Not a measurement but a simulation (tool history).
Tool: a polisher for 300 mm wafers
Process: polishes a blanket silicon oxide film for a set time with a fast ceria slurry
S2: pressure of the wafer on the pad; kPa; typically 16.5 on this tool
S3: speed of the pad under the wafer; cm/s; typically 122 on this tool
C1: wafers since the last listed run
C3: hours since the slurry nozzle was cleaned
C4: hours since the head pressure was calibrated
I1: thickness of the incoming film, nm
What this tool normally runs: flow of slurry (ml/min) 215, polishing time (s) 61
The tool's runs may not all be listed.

{"run": 1, "day": 0.0, "flow of slurry (ml/min)": 215, "S2": 16.5, "S3": 144, "polishing time (s)": 61, "C1": 0, "wafers polished on this pad": 1571, "C3": 210.8, "C4": 233.7, "I1": 2881.3, "film removed (nm)": 943.9}
{"run": 2, "day": 0.571, "flow of slurry (ml/min)": 215, "S2": 16.5, "S3": 144, "polishing time (s)": 61, "C1": 168, "wafers polished on this pad": 1739, "C3": 224.5, "C4": 247.4, "I1": 2900.2, "film removed (nm)": 947.2}
{"run": 3, "day": 1.758, "flow of slurry (ml/min)": 215, "S2": 16.5, "S3": 122, "polishing time (s)": 61, "C1": 349, "wafers polished on this pad": 2089, "C3": 253, "C4": 275.9, "I1": 2905.2, "film removed (nm)": 803.1}
{"day": 4.079, "done": "head pressure recalibrated"}
{"day": 4.75, "done": "worn pad replaced by a new one"}
{"run": 4, "day": 5.054, "flow of slurry (ml/min)": 215, "S2": 16.5, "S3": 122, "polishing time (s)": 47, "C1": 896, "wafers polished on this pad": 89, "C3": 332.1, "C4": 23.4, "I1": 2882.7, "film removed (nm)": 620.7}
{"run": 5, "day": 6.45, "flow of slurry (ml/min)": 215, "S2": 16.5, "S3": 122, "polishing time (s)": 61, "C1": 410, "wafers polished on this pad": 500, "C3": 365.6, "C4": 56.9, "I1": 2900.4, "film removed (nm)": 784}
{"run": 6, "day": 6.988, "flow of slurry (ml/min)": 215, "S2": 16.5, "S3": 122, "polishing time (s)": 61, "C1": 158, "wafers polished on this pad": 659, "C3": 378.5, "C4": 69.8, "I1": 2855, "film removed (nm)": 776.8}
{"run": 7, "day": 8.117, "flow of slurry (ml/min)": 215, "S2": 16.5, "S3": 122, "polishing time (s)": 61, "C1": 332, "wafers polished on this pad": 991, "C3": 405.6, "C4": 96.9, "I1": 2903.5, "film removed (nm)": 784}
{"run": 8, "day": 8.938, "flow of slurry (ml/min)": 215, "S2": 16.5, "S3": 122, "polishing time (s)": 61, "C1": 241, "wafers polished on this pad": 1233, "C3": 425.3, "C4": 116.6, "I1": 2874.4, "film removed (nm)": 787.9}
{"run": 9, "day": 9.621, "flow of slurry (ml/min)": 215, "S2": 16.5, "S3": 122, "polishing time (s)": 61, "C1": 201, "wafers polished on this pad": 1434, "C3": 441.7, "C4": 133, "I1": 2979.4, "film removed (nm)": 784.6}
{"run": 10, "day": 10.458, "flow of slurry (ml/min)": 215, "S2": 16.5, "S3": 122, "polishing time (s)": 61, "C1": 246, "wafers polished on this pad": 1680, "C3": 461.8, "C4": 153.1, "I1": 2925.6, "film removed (nm)": 780.9}
{"run": 11, "day": 11.246, "flow of slurry (ml/min)": 215, "S2": 16.5, "S3": 122, "polishing time (s)": 61, "C1": 231, "wafers polished on this pad": 1912, "C3": 480.7, "C4": 172, "I1": 2917.8, "film removed (nm)": 782.2}
{"run": 12, "day": 12.167, "flow of slurry (ml/min)": 215, "S2": 16.5, "S3": 122, "polishing time (s)": 61, "C1": 271, "wafers polished on this pad": 2183, "C3": 502.8, "C4": 194.1, "I1": 2900.9, "film removed (nm)": 770.3}
{"run": 13, "day": 12.675, "flow of slurry (ml/min)": 215, "S2": 16.5, "S3": 122, "polishing time (s)": 49, "C1": 149, "wafers polished on this pad": 2333, "C3": 515, "C4": 206.3, "I1": 2895.6, "film removed (nm)": 607.4}
{"run": 14, "day": 13.838, "flow of slurry (ml/min)": 215, "S2": 16.5, "S3": 122, "polishing time (s)": 67, "C1": 342, "wafers polished on this pad": 2675, "C3": 542.9, "C4": 234.2, "I1": 2935.3, "film removed (nm)": 816.8}
{"run": 15, "day": 14.85, "flow of slurry (ml/min)": 215, "S2": 16.5, "S3": 122, "polishing time (s)": 61, "C1": 298, "wafers polished on this pad": 2973, "C3": 567.2, "C4": 258.5, "I1": 2858.6, "film removed (nm)": 757.2}
{"day": 15.825, "done": "slurry nozzle cleaned"}
{"run": 16, "day": 16.2, "flow of slurry (ml/min)": 215, "S2": 18.6, "S3": 98, "polishing time (s)": 61, "C1": 385, "wafers polished on this pad": 3358, "C3": 9, "C4": 290.9, "I1": 2922.3, "film removed (nm)": 721.4}
{"day": 17.362, "done": "worn pad replaced by a new one, of another model than before"}
{"run": 17, "day": 17.392, "flow of slurry (ml/min)": 215, "S2": 16.5, "S3": 122, "polishing time (s)": 61, "C1": 301, "wafers polished on this pad": 8, "C3": 37.6, "C4": 319.5, "I1": 2933.9, "film removed (nm)": 813.7}
{"run": 18, "day": 17.946, "flow of slurry (ml/min)": 175, "S2": 16.5, "S3": 122, "polishing time (s)": 61, "C1": 163, "wafers polished on this pad": 171, "C3": 50.9, "C4": 332.8, "I1": 2976.3, "film removed (nm)": 796.4}
{"day": 18.246, "done": "head pressure recalibrated"}
{"run": 19, "day": 19.096, "flow of slurry (ml/min)": 215, "S2": 16.5, "S3": 122, "polishing time (s)": 44, "C1": 314, "wafers polished on this pad": 485, "C3": 78.5, "C4": 20.4, "I1": 2894.2, "film removed (nm)": 599.9}
{"run": 20, "day": 20.446, "flow of slurry (ml/min)": 215, "S2": 16.5, "S3": 100, "polishing time (s)": 61, "C1": 397, "wafers polished on this pad": 882, "C3": 110.9, "C4": 52.8, "I1": 2903.4, "film removed (nm)": 735.2}
{"run": 21, "day": 21.321, "flow of slurry (ml/min)": 215, "S2": 16.5, "S3": 122, "polishing time (s)": 61, "C1": 257, "wafers polished on this pad": 1140, "C3": 131.9, "C4": 73.8, "I1": 2931.7, "film removed (nm)": 814.3}
{"run": 22, "day": 22.421, "flow of slurry (ml/min)": 215, "S2": 16.5, "S3": 122, "polishing time (s)": 61, "C1": 323, "wafers polished on this pad": 1464, "C3": 158.3, "C4": 100.2, "I1": 2896, "film removed (nm)": 810.4}

Expected results for the next run?
{"run": 23, "day": 24.3, "flow of slurry (ml/min)": 215, "S2": 16.5, "S3": 122, "polishing time (s)": 61, "C1": 553, "wafers polished on this pad": 2017, "C3": 203.4, "C4": 145.3, "I1": 2915.2, "film removed (nm)": "?"}

For run 23 the tool returned film removed (nm) 811.8.
Take away the tool's hidden state, keep the run-to-run variation as it was, and the same run would have given film removed (nm) 819.1.

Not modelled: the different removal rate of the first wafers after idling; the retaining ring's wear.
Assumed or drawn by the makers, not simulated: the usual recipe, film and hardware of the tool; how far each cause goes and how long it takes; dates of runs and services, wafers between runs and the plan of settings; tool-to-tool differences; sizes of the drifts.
